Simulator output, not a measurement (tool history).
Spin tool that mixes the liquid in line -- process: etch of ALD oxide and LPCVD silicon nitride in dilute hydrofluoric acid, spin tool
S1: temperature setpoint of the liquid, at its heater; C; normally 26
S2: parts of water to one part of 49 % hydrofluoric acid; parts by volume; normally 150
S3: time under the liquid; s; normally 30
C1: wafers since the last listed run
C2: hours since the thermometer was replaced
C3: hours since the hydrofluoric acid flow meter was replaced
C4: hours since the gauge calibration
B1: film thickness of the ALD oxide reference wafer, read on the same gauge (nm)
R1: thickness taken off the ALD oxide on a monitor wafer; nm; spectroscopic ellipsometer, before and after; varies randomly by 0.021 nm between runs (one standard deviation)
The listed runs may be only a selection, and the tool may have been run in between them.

| run | day | S1 | S2 | S3 | C1 | C2 | C3 | C4 | B1 | R1 |
|---|---|---|---|---|---|---|---|---|---|---|
| 1 | 0 | 26 | 150 | 35 | 0 | 1431.2 | 1478.9 | 154.2 | 109.99 | 6.86 |
| 2 | 0.808 | 26 | 150 | 35 | 301 | 1450.6 | 1498.3 | 173.6 | 109.99 | 6.86 |
| 3 | 1.629 | 26 | 150 | 30 | 306 | 1470.3 | 1518 | 193.3 | 109.99 | 5.82 |
| 4 | 2.479 | 26 | 150 | 30 | 316 | 1490.7 | 1538.4 | 213.7 | 109.99 | 5.9 |
| 5 | 3.758 | 26 | 150 | 30 | 476 | 1521.4 | 1569.1 | 244.4 | 110.01 | 5.83 |
| 6 | 4.946 | 25 | 105 | 30 | 442 | 1549.9 | 1597.6 | 272.9 | 110.01 | 8.51 |
|  | 5.021 | gauge calibrated |
| 7 | 6.404 | 25 | 105 | 30 | 543 | 1584.9 | 1632.6 | 33.2 | 110.02 | 8.59 |
|  | 7.379 | hydrofluoric acid flow meter replaced |
| 8 | 7.829 | 26 | 150 | 30 | 515 | 1619.1 | 10.8 | 67.4 | 110.01 | 5.89 |
| 9 | 9.038 | 26 | 150 | 30 | 450 | 1648.1 | 39.8 | 96.4 | 109.97 | 5.88 |
| 10 | 10.117 | 26 | 150 | 30 | 402 | 1674 | 65.7 | 122.3 | 110 | 5.89 |
| 11 | 11.612 | 26 | 150 | 30 | 557 | 1709.9 | 101.6 | 158.2 | 109.99 | 5.87 |
| 12 | 12.15 | 30.5 | 210 | 20 | 200 | 1722.8 | 114.5 | 171.1 | 109.98 | 3.07 |
| 13 | 12.95 | 23 | 225 | 35 | 298 | 1742 | 133.7 | 190.3 | 109.98 | 3.74 |
|  | 13.308 | thermometer replaced |
|  | 14.358 | gauge calibrated |
| 14 | 14.358 | 26 | 150 | 40 | 509 | 25.2 | 167.5 | 0 | 109.99 | 7.81 |
| 15 | 15.058 | 26 | 220 | 40 | 261 | 42 | 184.3 | 16.8 | 110 | 4.93 |
| 16 | 15.867 | 30.5 | 190 | 30 | 301 | 61.4 | 203.7 | 36.2 | 109.99 | 5.2 |
| 17 | 16.55 | 26 | 150 | 30 | 254 | 77.8 | 220.1 | 52.6 | 110.01 | 5.89 |

Run 18 has not been measured yet. What should we expect?
| 18 | 17.583 | 26 | 220 | 40 | 385 | 102.6 | 244.9 | 77.4 | ? | ? |

{"run 18": {"B1": 109.99, "R1": 4.91}}
If the tool had no hidden condition, the same run with the same run-to-run variation would have returned R1 4.91 nm.
